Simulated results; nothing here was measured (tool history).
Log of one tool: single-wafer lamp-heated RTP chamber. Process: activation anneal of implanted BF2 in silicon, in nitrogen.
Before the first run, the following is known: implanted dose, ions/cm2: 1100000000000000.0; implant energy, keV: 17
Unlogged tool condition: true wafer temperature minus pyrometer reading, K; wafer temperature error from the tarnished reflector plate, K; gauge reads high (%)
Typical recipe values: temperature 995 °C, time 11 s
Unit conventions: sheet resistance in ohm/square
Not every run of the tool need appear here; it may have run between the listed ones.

run,hour,temperature,time,wafers since the last listed run,wafers since the last pyrometer calibration,wafers since the reflector plate was cleaned,hours since the gauge calibration,"read-back reference wafer on the same gauge, sheet resistance",sheet resistance
1,0,995,11,0,2875,7887,815,198.51,215.3
2,64.6,995,11,913,3788,8800,879.6,199.29,216.45
3,116.1,995,11,728,4517,9529,931.1,199.3,213.18
4,143,973,11,380,4897,9909,958,199.02,248.97
# hour 208.1: pyrometer window cleaned and pyrometer calibrated
5,208.6,973,11,814,7,10723,1023.6,199.03,254.65
6,275.6,973,11,947,954,11671,1090.6,199.37,251.62
7,322.4,995,13,661,1616,12332,1137.4,199.26,211.29
8,370.8,995,11,684,2301,13017,1185.8,199.01,216.77
9,409.9,995,11,552,2853,13570,1224.9,199.1,214.5
10,435.4,995,11,360,3214,13930,1250.4,199.33,214.67
11,471.3,995,11,507,3722,14438,1286.3,199.36,214.13
# hour 474.2: gauge calibrated
12,512.8,1013,14,586,4308,15025,38.6,198.64,181.8
# hour 531.9: reflector plate cleaned
13,564,1013,14,610,4919,453,89.8,198.97,178.93

Estimate the outcome of run 14 from the log above:
# hour 634.5: pyrometer window cleaned and pyrometer calibrated
14,636.9,995,11,917,33,1371,162.7,?,?

{"run 14": {"read-back reference wafer on the same gauge, sheet resistance": 198.81, "sheet resistance": 214.59}}
The same run, on a tool lacking any hidden state, would have yielded sheet resistance 215.6 ohm/square.
